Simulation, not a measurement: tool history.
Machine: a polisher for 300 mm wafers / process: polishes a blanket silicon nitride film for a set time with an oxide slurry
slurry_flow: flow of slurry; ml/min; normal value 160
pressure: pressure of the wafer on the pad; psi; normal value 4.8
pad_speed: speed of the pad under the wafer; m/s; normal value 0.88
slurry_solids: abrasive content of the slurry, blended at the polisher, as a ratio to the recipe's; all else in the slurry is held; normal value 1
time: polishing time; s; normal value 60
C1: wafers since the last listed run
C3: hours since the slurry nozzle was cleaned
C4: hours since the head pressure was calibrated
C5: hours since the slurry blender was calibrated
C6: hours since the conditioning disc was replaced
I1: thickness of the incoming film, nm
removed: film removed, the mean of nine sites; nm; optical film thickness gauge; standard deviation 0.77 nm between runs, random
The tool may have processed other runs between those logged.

run 1 hour=0 | slurry_flow=160 pressure=4.8 pad_speed=0.74 slurry_solids=1 time=67 | C1=0 wafers_polished_on_this_pad=695 C3=682.7 C4=133.5 C5=116.5 C6=71.1 | I1=356.4 | removed=42.9
-- hour=60.4 slurry nozzle cleaned
run 2 hour=60.9 | slurry_flow=160 pressure=4.8 pad_speed=0.74 slurry_solids=1 time=67 | C1=635 wafers_polished_on_this_pad=1331 C3=0.5 C4=194.4 C5=177.4 C6=132 | I1=363.3 | removed=39.9
-- hour=139.4 slurry blender recalibrated
-- hour=194 worn pad replaced by a new one
run 3 hour=242.9 | slurry_flow=160 pressure=4.8 pad_speed=0.88 slurry_solids=1 time=60 | C1=1868 wafers_polished_on_this_pad=519 C3=182.5 C4=376.4 C5=103.5 C6=314 | I1=353.4 | removed=44.9
run 4 hour=309.6 | slurry_flow=160 pressure=4.8 pad_speed=0.88 slurry_solids=1 time=60 | C1=707 wafers_polished_on_this_pad=1227 C3=249.2 C4=443.1 C5=170.2 C6=380.7 | I1=364.6 | removed=41.2
run 5 hour=353.9 | slurry_flow=160 pressure=4.8 pad_speed=0.88 slurry_solids=1 time=60 | C1=470 wafers_polished_on_this_pad=1697 C3=293.5 C4=487.4 C5=214.5 C6=425 | I1=361.7 | removed=39.2
-- hour=406.4 slurry blender recalibrated
run 6 hour=424.5 | slurry_flow=160 pressure=4.8 pad_speed=0.96 slurry_solids=1 time=71 | C1=728 wafers_polished_on_this_pad=2425 C3=364.1 C4=558 C5=18.1 C6=495.6 | I1=360.2 | removed=56.3
-- hour=464.3 worn pad replaced by a new one
run 7 hour=471.1 | slurry_flow=160 pressure=4.8 pad_speed=0.96 slurry_solids=1 time=71 | C1=452 wafers_polished_on_this_pad=72 C3=410.7 C4=604.6 C5=64.7 C6=542.2 | I1=359.1 | removed=61.1
run 8 hour=520.3 | slurry_flow=160 pressure=4.8 pad_speed=0.96 slurry_solids=1 time=71 | C1=522 wafers_polished_on_this_pad=594 C3=459.9 C4=653.8 C5=113.9 C6=591.4 | I1=361.3 | removed=57.3
-- hour=530.3 conditioning disc replaced and pad reconditioned
run 9 hour=554.2 | slurry_flow=160 pressure=6 pad_speed=0.88 slurry_solids=1 time=60 | C1=338 wafers_polished_on_this_pad=933 C3=493.8 C4=687.7 C5=147.8 C6=23.9 | I1=355.3 | removed=53.5
run 10 hour=578.6 | slurry_flow=160 pressure=6 pad_speed=0.88 slurry_solids=1 time=60 | C1=258 wafers_polished_on_this_pad=1192 C3=518.2 C4=712.1 C5=172.2 C6=48.3 | I1=352.3 | removed=52.1
run 11 hour=643.6 | slurry_flow=160 pressure=4.8 pad_speed=0.88 slurry_solids=1 time=49 | C1=689 wafers_polished_on_this_pad=1881 C3=583.2 C4=777.1 C5=237.2 C6=113.3 | I1=362.9 | removed=31.4
-- hour=671.4 slurry blender recalibrated
-- hour=686.8 worn pad replaced by a new one
-- hour=701.5 head pressure recalibrated
run 12 hour=706.1 | slurry_flow=160 pressure=4.8 pad_speed=0.88 slurry_solids=1 time=60 | C1=578 wafers_polished_on_this_pad=183 C3=645.7 C4=4.6 C5=34.7 C6=175.8 | I1=356.3 | removed=49.4
run 13 hour=767.6 | slurry_flow=160 pressure=5.8 pad_speed=0.72 slurry_solids=0.75 time=60 | C1=652 wafers_polished_on_this_pad=836 C3=707.2 C4=66.1 C5=96.2 C6=237.3 | I1=359.3 | removed=41.5
-- hour=769.4 slurry nozzle cleaned
run 14 hour=839.6 | slurry_flow=160 pressure=4.8 pad_speed=0.88 slurry_solids=1 time=60 | C1=753 wafers_polished_on_this_pad=1589 C3=70.2 C4=138.1 C5=168.2 C6=309.3 | I1=368.2 | removed=39.6
run 15 hour=902.4 | slurry_flow=160 pressure=3.8 pad_speed=0.88 slurry_solids=1 time=60 | C1=666 wafers_polished_on_this_pad=2256 C3=133 C4=200.9 C5=231 C6=372.1 | I1=353.3 | removed=31
-- hour=922.1 slurry blender recalibrated
run 16 hour=941.1 | slurry_flow=160 pressure=5.9 pad_speed=0.88 slurry_solids=1.1 time=60 | C1=389 wafers_polished_on_this_pad=2645 C3=171.7 C4=239.6 C5=19 C6=410.8 | I1=352.7 | removed=54.1
-- hour=969.3 worn pad replaced by a new one
run 17 hour=969.8 | slurry_flow=160 pressure=6 pad_speed=0.88 slurry_solids=1.1 time=60 | C1=262 wafers_polished_on_this_pad=5 C3=200.4 C4=268.3 C5=47.7 C6=439.5 | I1=356.2 | removed=63.2
run 18 hour=994.3 | slurry_flow=195 pressure=4.8 pad_speed=0.88 slurry_solids=0.75 time=60 | C1=260 wafers_polished_on_this_pad=265 C3=224.9 C4=292.8 C5=72.2 C6=464 | I1=353.9 | removed=41.6
run 19 hour=1040 | slurry_flow=160 pressure=4.8 pad_speed=1.14 slurry_solids=1 time=60 | C1=485 wafers_polished_on_this_pad=750 C3=270.6 C4=338.5 C5=117.9 C6=509.7 | I1=360.2 | removed=53.2
run 20 hour=1064 | slurry_flow=160 pressure=4.8 pad_speed=1.1 slurry_solids=0.75 time=43 | C1=254 wafers_polished_on_this_pad=1004 C3=294.6 C4=362.5 C5=141.9 C6=533.7 | I1=362.2 | removed=31.7
run 21 hour=1113.1 | slurry_flow=160 pressure=4.3 pad_speed=0.8 slurry_solids=1 time=60 | C1=521 wafers_polished_on_this_pad=1526 C3=343.7 C4=411.6 C5=191 C6=582.8 | I1=359.2 | removed=32.3
run 22 hour=1147.5 | slurry_flow=160 pressure=4.8 pad_speed=0.88 slurry_solids=1 time=53 | C1=365 wafers_polished_on_this_pad=1891 C3=378.1 C4=446 C5=225.4 C6=617.2 | I1=356.2 | removed=33.1
-- hour=1153.9 conditioning disc replaced and pad reconditioned
-- hour=1155.6 slurry blender recalibrated
run 23 hour=1184.5 | slurry_flow=130 pressure=4.8 pad_speed=0.88 slurry_solids=1 time=50 | C1=353 wafers_polished_on_this_pad=2244 C3=415.1 C4=483 C5=28.9 C6=30.6 | I1=364.1 | removed=34.3
-- hour=1194.1 worn pad replaced by a new one
run 24 hour=1214.3 | slurry_flow=160 pressure=4.8 pad_speed=0.88 slurry_solids=1 time=60 | C1=273 wafers_polished_on_this_pad=214 C3=444.9 C4=512.8 C5=58.7 C6=60.4 | I1=358.4 | removed=48.6
run 25 hour=1241.9 | slurry_flow=160 pressure=4.8 pad_speed=0.88 slurry_solids=1 time=71 | C1=292 wafers_polished_on_this_pad=507 C3=472.5 C4=540.4 C5=86.3 C6=88 | I1=360.3 | removed=53.6

4 ways to go on from here, each from the tool as it stands after run 25. What would each give?
run A hour=1242.3 | slurry_flow=160 pressure=4.8 pad_speed=0.88 slurry_solids=1 time=60 | C1=4 wafers_polished_on_this_pad=511 C3=472.9 C4=540.8 C5=86.7 C6=88.4 | I1=360.9 | removed=?
run B hour=1242.3 | slurry_flow=190 pressure=4.8 pad_speed=0.88 slurry_solids=1.1 time=60 | C1=4 wafers_polished_on_this_pad=511 C3=472.9 C4=540.8 C5=86.7 C6=88.4 | I1=360.9 | removed=?
run C hour=1242.3 | slurry_flow=110 pressure=4.8 pad_speed=0.88 slurry_solids=1 time=60 | C1=4 wafers_polished_on_this_pad=511 C3=472.9 C4=540.8 C5=86.7 C6=88.4 | I1=360.9 | removed=?
run D hour=1242.3 | slurry_flow=130 pressure=4.8 pad_speed=0.88 slurry_solids=1 time=60 | C1=4 wafers_polished_on_this_pad=511 C3=472.9 C4=540.8 C5=86.7 C6=88.4 | I1=360.9 | removed=?

run=A removed=46.6
run=B removed=49.5
run=C removed=44
run=D removed=45.2
The same runs, with their run-to-run variation unchanged, on a tool lacking any hidden condition would have given:
run=A removed=53.2
run=B removed=56.3
run=C removed=50.2
run=D removed=51.6
